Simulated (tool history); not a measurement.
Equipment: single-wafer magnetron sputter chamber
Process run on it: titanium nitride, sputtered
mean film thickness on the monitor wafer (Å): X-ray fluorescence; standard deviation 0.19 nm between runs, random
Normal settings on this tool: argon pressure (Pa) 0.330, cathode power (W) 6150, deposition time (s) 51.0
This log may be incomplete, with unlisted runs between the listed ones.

run,day,argon pressure (Pa),cathode power (W),deposition time (s),wafers since the last listed run,wafers on the sputter target,hours since the last manometer calibration,hours since the magnet pack was replaced,hours since the gauge calibration,"read-back reference wafer on the same gauge, thickness_nm",mean film thickness on the monitor wafer (Å)
1,0.000,0.300,6150,46.1,0,2313,2007.9,5729.1,76.4,54.364,552.69
2,0.667,0.300,6150,51.0,282,2596,2023.9,5745.1,92.4,54.443,608.53
3,1.388,0.300,6150,51.0,305,2901,2041.2,5762.4,109.7,54.420,609.29
4,1.825,0.330,5350,51.0,185,3087,2051.7,5772.9,120.2,54.375,541.62
5,2.242,0.330,5350,51.0,176,3263,2061.7,5782.9,130.2,54.394,543.62
6,2.612,0.330,6150,51.0,157,3420,2070.6,5791.8,139.1,54.424,596.11
7,2.988,0.330,6150,46.9,158,3579,2079.6,5800.8,148.1,54.401,548.68
8,3.504,0.330,6150,46.9,218,3798,2092.0,5813.2,160.5,54.400,547.62
# day 3.625: gauge calibrated
9,4.162,0.330,6150,51.0,278,4077,2107.8,5829.0,12.9,54.409,592.35
10,4.596,0.330,5650,51.0,183,4260,2118.2,5839.4,23.3,54.399,559.58
11,5.183,0.330,6150,51.0,248,4509,2132.3,5853.5,37.4,54.419,591.60
12,5.854,0.330,6150,51.0,284,4794,2148.4,5869.6,53.5,54.391,588.33
# day 6.217: magnet pack replaced
13,6.238,0.330,6150,51.0,21,4815,2157.6,0.5,62.7,54.427,586.67
14,6.654,0.367,6150,44.2,176,4991,2167.6,10.5,72.7,54.419,498.57
15,7.079,0.425,6750,54.4,180,5171,2177.8,20.7,82.9,54.418,635.60
16,7.771,0.237,6150,57.6,293,5464,2194.4,37.3,99.5,54.366,693.20
17,8.417,0.391,4950,45.6,273,5738,2209.9,52.8,115.0,54.388,435.42
18,8.762,0.330,5050,55.8,146,5884,2218.2,61.1,123.3,54.414,557.67
# day 9.521: sputter target and shields replaced
# day 9.600: capacitance manometer re-zeroed and calibrated
19,9.621,0.249,6150,48.1,188,8,0.5,81.7,143.9,54.383,597.41
# day 9.783: gauge calibrated
20,9.783,0.367,6150,44.2,68,77,4.4,85.6,0.0,54.381,510.70
21,10.088,0.330,6150,51.0,128,206,11.7,92.9,7.3,54.450,601.44
22,10.525,0.330,6150,51.0,185,391,22.2,103.4,17.8,54.374,603.38
23,11.775,0.330,7450,51.0,529,921,52.2,133.4,47.8,54.410,683.82
24,12.483,0.395,7350,51.0,300,1221,69.2,150.4,64.8,54.358,658.88
25,13.117,0.330,7250,51.0,268,1489,84.4,165.6,80.0,54.437,670.59

Estimate the outcome of run 26 from the log above:
26,13.704,0.237,6150,57.6,248,1738,98.5,179.7,94.1,?,?

{"run 26": {"read-back reference wafer on the same gauge, thickness_nm": 54.387, "mean film thickness on the monitor wafer (Å)": 712.89}}
If the tool had no hidden condition, the same run with the same run-to-run variation would have returned mean film thickness on the monitor wafer (Å) 718.90.
